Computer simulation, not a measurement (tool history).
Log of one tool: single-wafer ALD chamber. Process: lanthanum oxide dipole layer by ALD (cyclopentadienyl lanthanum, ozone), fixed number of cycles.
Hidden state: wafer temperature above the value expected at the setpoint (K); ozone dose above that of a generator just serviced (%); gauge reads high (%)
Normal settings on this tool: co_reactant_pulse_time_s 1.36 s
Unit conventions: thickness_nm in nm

run	hour	co_reactant_pulse_time_s	wafers since the last listed run	hours since the last thermocouple change	hours since the last ozone generator service	hours since the showerhead was replaced	hours since the gauge calibration	read-back reference wafer on the same gauge, thickness_nm	thickness_nm
1	0	1.36	0	935.7	1248.8	2051.7	1995.8	0.557	0.571
2	63.9	1.36	773	999.6	1312.7	2115.6	2059.7	0.558	0.571
3	113.6	1.36	601	1049.3	1362.4	2165.3	2109.4	0.558	0.571
4	217.4	1.36	1256	1153.1	1466.2	2269.1	2213.2	0.558	0.569
# hour 283.6: gauge calibrated
5	307.5	1.36	1090	1243.2	1556.3	2359.2	23.9	0.558	0.569
6	364.7	1.36	692	1300.4	1613.5	2416.4	81.1	0.558	0.569
7	445.8	1.36	981	1381.5	1694.6	2497.5	162.2	0.558	0.567
8	543.4	1.36	1181	1479.1	1792.2	2595.1	259.8	0.558	0.567
# hour 638.2: ozone generator serviced
9	638.7	1.36	1057	1574.4	0.5	2690.4	355.1	0.558	0.585
10	685.3	1.36	564	1621	47.1	2737	401.7	0.557	0.585
# hour 697.6: showerhead replaced
11	791.2	1.36	1185	1726.9	153	93.6	507.6	0.558	0.584
12	833.6	1.36	513	1769.3	195.4	136	550	0.558	0.581
13	905.9	1.36	875	1841.6	267.7	208.3	622.3	0.558	0.579
14	970.4	1.5	780	1906.1	332.2	272.8	686.8	0.559	0.59
15	1062.6	0.96	1116	1998.3	424.4	365	779	0.557	0.525
16	1134	1.36	864	2069.7	495.8	436.4	850.4	0.558	0.577
17	1212.7	1.1	952	2148.4	574.5	515.1	929.1	0.558	0.548
18	1303.6	1.36	1100	2239.3	665.4	606	1020	0.558	0.574
19	1376.3	1.36	880	2312	738.1	678.7	1092.7	0.558	0.575
20	1428.3	1.19	629	2364	790.1	730.7	1144.7	0.557	0.553
21	1494.6	1.76	802	2430.3	856.4	797	1211	0.558	0.599
# hour 1514.5: thermocouple changed; heater temperature recalibrated
22	1583.3	0.99	977	68.8	945.1	885.7	1299.7	0.559	0.522
23	1651.8	1.02	829	137.3	1013.6	954.2	1368.2	0.558	0.529
24	1743	1.18	1104	228.5	1104.8	1045.4	1459.4	0.557	0.552
25	1837.9	1.36	1149	323.4	1199.7	1140.3	1554.3	0.558	0.569
26	1935.1	1.36	1176	420.6	1296.9	1237.5	1651.5	0.559	0.571
27	2004.9	1.58	845	490.4	1366.7	1307.3	1721.3	0.558	0.587
28	2101	1.52	1163	586.5	1462.8	1403.4	1817.4	0.559	0.582
29	2152	1.88	617	637.5	1513.8	1454.4	1868.4	0.558	0.603
30	2210.7	1.36	710	696.2	1572.5	1513.1	1927.1	0.558	0.567
31	2266.8	1.69	679	752.3	1628.6	1569.2	1983.2	0.558	0.595
32	2332.8	1.87	799	818.3	1694.6	1635.2	2049.2	0.558	0.603
# hour 2384.6: ozone generator serviced
33	2402	1.7	741	887.5	17.4	1704.4	2118.4	0.558	0.605
34	2473.2	1.19	862	958.7	88.6	1775.6	2189.6	0.558	0.566

Exercise: give the hidden state of the tool at every run:
wafer temperature above the value expected at the setpoint (K): 0 in every run
gauge reads high (%): 0 in every run
H1: ozone dose above that of a generator just serviced (%)
run	H1
1	-13.7
2	-13.8
3	-13.9
4	-14.1
5	-14.2
6	-14.3
7	-14.4
8	-14.5
9	-1.19
10	-2.22
11	-4.27
12	-4.99
13	-6.1
14	-6.97
15	-8.06
16	-8.78
17	-9.48
18	-10.2
19	-10.7
20	-11
21	-11.3
22	-11.7
23	-12
24	-12.3
25	-12.6
26	-12.8
27	-13
28	-13.2
29	-13.3
30	-13.3
31	-13.4
32	-13.5
33	-2.31
34	-3.8
